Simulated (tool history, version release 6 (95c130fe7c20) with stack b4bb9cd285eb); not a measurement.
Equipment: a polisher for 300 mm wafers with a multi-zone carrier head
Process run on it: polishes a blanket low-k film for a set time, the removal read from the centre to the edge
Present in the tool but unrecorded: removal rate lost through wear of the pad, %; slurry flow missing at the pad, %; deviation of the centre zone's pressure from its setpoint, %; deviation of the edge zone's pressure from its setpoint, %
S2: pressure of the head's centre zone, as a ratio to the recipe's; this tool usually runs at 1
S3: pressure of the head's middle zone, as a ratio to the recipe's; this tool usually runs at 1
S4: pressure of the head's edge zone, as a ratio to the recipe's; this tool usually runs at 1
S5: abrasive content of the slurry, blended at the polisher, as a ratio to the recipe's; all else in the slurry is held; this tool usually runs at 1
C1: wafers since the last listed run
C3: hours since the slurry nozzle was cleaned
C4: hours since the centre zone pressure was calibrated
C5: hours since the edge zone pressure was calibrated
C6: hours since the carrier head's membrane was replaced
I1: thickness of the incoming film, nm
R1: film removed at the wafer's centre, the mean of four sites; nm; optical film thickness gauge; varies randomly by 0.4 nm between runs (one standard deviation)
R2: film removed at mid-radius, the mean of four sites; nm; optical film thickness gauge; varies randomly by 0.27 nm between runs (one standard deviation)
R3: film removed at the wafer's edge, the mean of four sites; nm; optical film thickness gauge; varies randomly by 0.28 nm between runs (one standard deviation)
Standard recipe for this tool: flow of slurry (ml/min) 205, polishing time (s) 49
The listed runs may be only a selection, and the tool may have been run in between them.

{"run": 1, "hour": 0.0, "flow of slurry (ml/min)": 205, "S2": 1, "S3": 1.08, "S4": 1, "S5": 1, "polishing time (s)": 57, "C1": 0, "wafers polished on this pad": 898, "C3": 419.6, "C4": 104.8, "C5": 36.4, "C6": 1702.6, "I1": 610.6, "R1": 30.2, "R2": 30.5, "R3": 29.1}
{"run": 2, "hour": 21.5, "flow of slurry (ml/min)": 205, "S2": 1, "S3": 1.08, "S4": 1, "S5": 1, "polishing time (s)": 57, "C1": 198, "wafers polished on this pad": 1096, "C3": 441.1, "C4": 126.3, "C5": 57.9, "C6": 1724.1, "I1": 596.5, "R1": 28.7, "R2": 31.1, "R3": 29.1}
{"run": 3, "hour": 51.8, "flow of slurry (ml/min)": 205, "S2": 1, "S3": 1.08, "S4": 1, "S5": 1, "polishing time (s)": 57, "C1": 279, "wafers polished on this pad": 1375, "C3": 471.4, "C4": 156.6, "C5": 88.2, "C6": 1754.4, "I1": 607.4, "R1": 28.3, "R2": 30.1, "R3": 27.8}
{"run": 4, "hour": 86.8, "flow of slurry (ml/min)": 205, "S2": 1, "S3": 1, "S4": 0.89, "S5": 0.9, "polishing time (s)": 49, "C1": 322, "wafers polished on this pad": 1697, "C3": 506.4, "C4": 191.6, "C5": 123.2, "C6": 1789.4, "I1": 605.8, "R1": 23.1, "R2": 23, "R3": 21.9}
{"run": 5, "hour": 107.4, "flow of slurry (ml/min)": 155, "S2": 1.05, "S3": 1, "S4": 0.93, "S5": 1, "polishing time (s)": 49, "C1": 189, "wafers polished on this pad": 1887, "C3": 527, "C4": 212.2, "C5": 143.8, "C6": 1810, "I1": 622.5, "R1": 24.3, "R2": 22.7, "R3": 22.3}
{"run": 6, "hour": 135.7, "flow of slurry (ml/min)": 205, "S2": 1, "S3": 0.92, "S4": 1, "S5": 1, "polishing time (s)": 49, "C1": 260, "wafers polished on this pad": 2148, "C3": 555.3, "C4": 240.5, "C5": 172.1, "C6": 1838.3, "I1": 606.7, "R1": 23.3, "R2": 21.9, "R3": 23.5}
{"hour": 138.5, "done": "slurry nozzle cleaned"}
{"hour": 156.3, "done": "worn pad replaced by a new one, of another model than before"}
{"run": 7, "hour": 165.4, "flow of slurry (ml/min)": 205, "S2": 1, "S3": 1, "S4": 0.94, "S5": 1, "polishing time (s)": 56, "C1": 227, "wafers polished on this pad": 83, "C3": 26.9, "C4": 270.2, "C5": 201.8, "C6": 1868, "I1": 618.9, "R1": 31, "R2": 31, "R3": 30}
{"run": 8, "hour": 179.3, "flow of slurry (ml/min)": 205, "S2": 1, "S3": 1, "S4": 1, "S5": 1, "polishing time (s)": 49, "C1": 128, "wafers polished on this pad": 212, "C3": 40.8, "C4": 284.1, "C5": 215.7, "C6": 1881.9, "I1": 614.5, "R1": 26.7, "R2": 26.9, "R3": 26.2}
{"run": 9, "hour": 278.7, "flow of slurry (ml/min)": 205, "S2": 1, "S3": 1, "S4": 1, "S5": 1, "polishing time (s)": 49, "C1": 915, "wafers polished on this pad": 1127, "C3": 140.2, "C4": 383.5, "C5": 315.1, "C6": 1981.3, "I1": 607.6, "R1": 25.3, "R2": 25, "R3": 25.5}
{"hour": 285.1, "done": "edge zone pressure recalibrated"}
{"run": 10, "hour": 294.6, "flow of slurry (ml/min)": 160, "S2": 1, "S3": 0.89, "S4": 1, "S5": 1, "polishing time (s)": 49, "C1": 128, "wafers polished on this pad": 1255, "C3": 156.1, "C4": 399.4, "C5": 9.5, "C6": 1997.2, "I1": 605.4, "R1": 24.1, "R2": 23, "R3": 24.4}
{"run": 11, "hour": 321.7, "flow of slurry (ml/min)": 205, "S2": 1.08, "S3": 1, "S4": 1, "S5": 1, "polishing time (s)": 49, "C1": 249, "wafers polished on this pad": 1505, "C3": 183.2, "C4": 426.5, "C5": 36.6, "C6": 2024.3, "I1": 604, "R1": 26.4, "R2": 25.2, "R3": 24.8}
{"run": 12, "hour": 335.2, "flow of slurry (ml/min)": 205, "S2": 1, "S3": 1, "S4": 1, "S5": 1, "polishing time (s)": 49, "C1": 124, "wafers polished on this pad": 1629, "C3": 196.7, "C4": 440, "C5": 50.1, "C6": 2037.8, "I1": 621.7, "R1": 25, "R2": 24.8, "R3": 24.5}
{"run": 13, "hour": 366.7, "flow of slurry (ml/min)": 230, "S2": 1, "S3": 1.08, "S4": 1.12, "S5": 1.15, "polishing time (s)": 49, "C1": 290, "wafers polished on this pad": 1920, "C3": 228.2, "C4": 471.5, "C5": 81.6, "C6": 2069.3, "I1": 614.7, "R1": 25.6, "R2": 27.4, "R3": 26.8}
{"hour": 383.2, "done": "carrier head's membrane replaced by a new one"}
{"hour": 391.9, "done": "worn pad replaced by a new one"}
{"run": 14, "hour": 402.3, "flow of slurry (ml/min)": 205, "S2": 1, "S3": 1, "S4": 1, "S5": 1, "polishing time (s)": 49, "C1": 245, "wafers polished on this pad": 95, "C3": 263.8, "C4": 507.1, "C5": 117.2, "C6": 19.1, "I1": 613, "R1": 26.8, "R2": 27.1, "R3": 27.1}
{"run": 15, "hour": 422.5, "flow of slurry (ml/min)": 205, "S2": 1.04, "S3": 1, "S4": 1, "S5": 1, "polishing time (s)": 49, "C1": 186, "wafers polished on this pad": 281, "C3": 284, "C4": 527.3, "C5": 137.4, "C6": 39.3, "I1": 617.4, "R1": 28.2, "R2": 26.7, "R3": 26.7}
{"run": 16, "hour": 447.5, "flow of slurry (ml/min)": 205, "S2": 1, "S3": 1, "S4": 0.88, "S5": 1, "polishing time (s)": 49, "C1": 230, "wafers polished on this pad": 512, "C3": 309, "C4": 552.3, "C5": 162.4, "C6": 64.3, "I1": 612.1, "R1": 25.9, "R2": 26, "R3": 25.6}
{"hour": 505.5, "done": "centre zone pressure recalibrated"}
{"run": 17, "hour": 531.1, "flow of slurry (ml/min)": 205, "S2": 1, "S3": 1, "S4": 1, "S5": 1, "polishing time (s)": 36, "C1": 751, "wafers polished on this pad": 1264, "C3": 392.6, "C4": 25.6, "C5": 246, "C6": 147.9, "I1": 600.5, "R1": 18.7, "R2": 18.8, "R3": 18.3}
{"run": 18, "hour": 544.2, "flow of slurry (ml/min)": 230, "S2": 1, "S3": 1.08, "S4": 1, "S5": 0.75, "polishing time (s)": 49, "C1": 120, "wafers polished on this pad": 1384, "C3": 405.7, "C4": 38.7, "C5": 259.1, "C6": 161, "I1": 607.6, "R1": 22, "R2": 23.2, "R3": 21.8}
{"run": 19, "hour": 557.2, "flow of slurry (ml/min)": 205, "S2": 1.11, "S3": 1, "S4": 1, "S5": 1, "polishing time (s)": 49, "C1": 119, "wafers polished on this pad": 1504, "C3": 418.7, "C4": 51.7, "C5": 272.1, "C6": 174, "I1": 613.7, "R1": 27.5, "R2": 24.5, "R3": 24.9}
{"hour": 573.7, "done": "edge zone pressure recalibrated"}
{"run": 20, "hour": 591.6, "flow of slurry (ml/min)": 205, "S2": 1, "S3": 1, "S4": 1, "S5": 1, "polishing time (s)": 49, "C1": 298, "wafers polished on this pad": 1803, "C3": 453.1, "C4": 86.1, "C5": 17.9, "C6": 208.4, "I1": 609.6, "R1": 24.6, "R2": 23.9, "R3": 24.4}
{"run": 21, "hour": 618.2, "flow of slurry (ml/min)": 205, "S2": 1.05, "S3": 1, "S4": 1, "S5": 1, "polishing time (s)": 36, "C1": 245, "wafers polished on this pad": 2048, "C3": 479.7, "C4": 112.7, "C5": 44.5, "C6": 235, "I1": 603.7, "R1": 18.6, "R2": 17.4, "R3": 17.6}
{"hour": 656.5, "done": "worn pad replaced by a new one"}
{"run": 22, "hour": 700.8, "flow of slurry (ml/min)": 205, "S2": 1, "S3": 1, "S4": 1, "S5": 1, "polishing time (s)": 49, "C1": 724, "wafers polished on this pad": 407, "C3": 562.3, "C4": 195.3, "C5": 127.1, "C6": 317.6, "I1": 612.6, "R1": 26.6, "R2": 26.6, "R3": 26.3}

Hidden state or all else? Some run-to-run changes of R1, split into what the settings, what came in and random variation would give without the hidden state, and what is left for the hidden state (with any gauge scatter that isn't in both results):
Run 6 -> 7: S3 0.92 -> 1, S4 1 -> 0.94, polishing time (s) 49 -> 56, slurry nozzle cleaned, worn pad replaced by a new one, of another model than before. R1 +7.7 nm: hidden state +3.3, all else +4.4.
Run 13 -> 14: flow of slurry (ml/min) 230 -> 205, S3 1.08 -> 1, S4 1.12 -> 1, S5 1.15 -> 1, carrier head's membrane replaced by a new one, worn pad replaced by a new one. R1 +1.2 nm: hidden state +2.7, all else -1.5.
Run 21 -> 22: S2 1.05 -> 1, polishing time (s) 36 -> 49, worn pad replaced by a new one. R1 +8 nm: hidden state +1.5, all else +6.5.
